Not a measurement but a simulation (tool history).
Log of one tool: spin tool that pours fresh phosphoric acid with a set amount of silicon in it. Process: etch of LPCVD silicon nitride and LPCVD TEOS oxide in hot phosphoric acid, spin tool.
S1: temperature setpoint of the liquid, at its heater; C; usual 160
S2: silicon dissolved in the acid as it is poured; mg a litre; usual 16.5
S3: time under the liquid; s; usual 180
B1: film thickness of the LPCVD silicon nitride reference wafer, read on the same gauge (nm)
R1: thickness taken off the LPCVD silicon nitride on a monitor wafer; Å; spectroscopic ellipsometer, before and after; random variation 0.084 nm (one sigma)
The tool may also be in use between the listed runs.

run,day,S1,S2,S3,B1,R1
1,0,160,16.5,180,60.01,172.9
2,1.512,160,16.5,180,60.01,173
3,4.304,160,16.5,180,59.99,172.5
4,6.629,160,16.5,180,60,173.4
5,8.05,161,16.5,180,60.02,176.1
6,10.283,161,16.5,180,60.03,177.4
7,12.104,160,16.5,180,59.97,172.4
8,13.225,160,16.5,180,59.99,172
# day 15.112: heated supply line repaired
9,15.379,160,16.5,180,60,177.5
10,17.254,160,9,180,59.99,177
11,19.767,163,4.5,75,59.99,81.5
12,21.038,162,16.5,275,59.99,285.5
# day 22.962: gauge calibrated
# day 23.038: thermometer replaced
13,23.346,162,9.5,180,59.98,182.2
14,25.05,160,12.5,265,59.99,250.8
# day 27.996: dissolved silicon flow meter replaced
15,30.212,160,16.5,180,59.99,169.6
16,33.033,161.5,16.5,180,59.98,177.8
17,41.8,162,16.5,275,60,278.8
18,43.792,158.5,7.5,290,59.97,257.3
19,46.638,158,16.5,180,60.01,157.9
20,49.242,160,16.5,180,59.99,169.5
21,50.496,161,16.5,180,59.96,173.7
22,53.167,160,16.5,180,59.99,169.6

Hidden state or all else? Some run-to-run changes of R1, split into what the settings, what came in and random variation would give without the hidden state, and what is left for the hidden state (with any gauge scatter that isn't in both results):
The hidden state here: liquid hotter than its thermometer reads (K); dissolved silicon flow below the setpoint (%); temperature lost on the way to the wafer (K); gauge reads high (%).
Run 11 -> 12: S1 163 -> 162, S2 4.5 -> 16.5, S3 75 -> 275. R1 +204 Å: hidden state +6, all else +198.
Run 12 -> 13: S2 16.5 -> 9.5, S3 275 -> 180, gauge calibrated, thermometer replaced. R1 -103.3 Å: hidden state -9.5, all else -93.8.
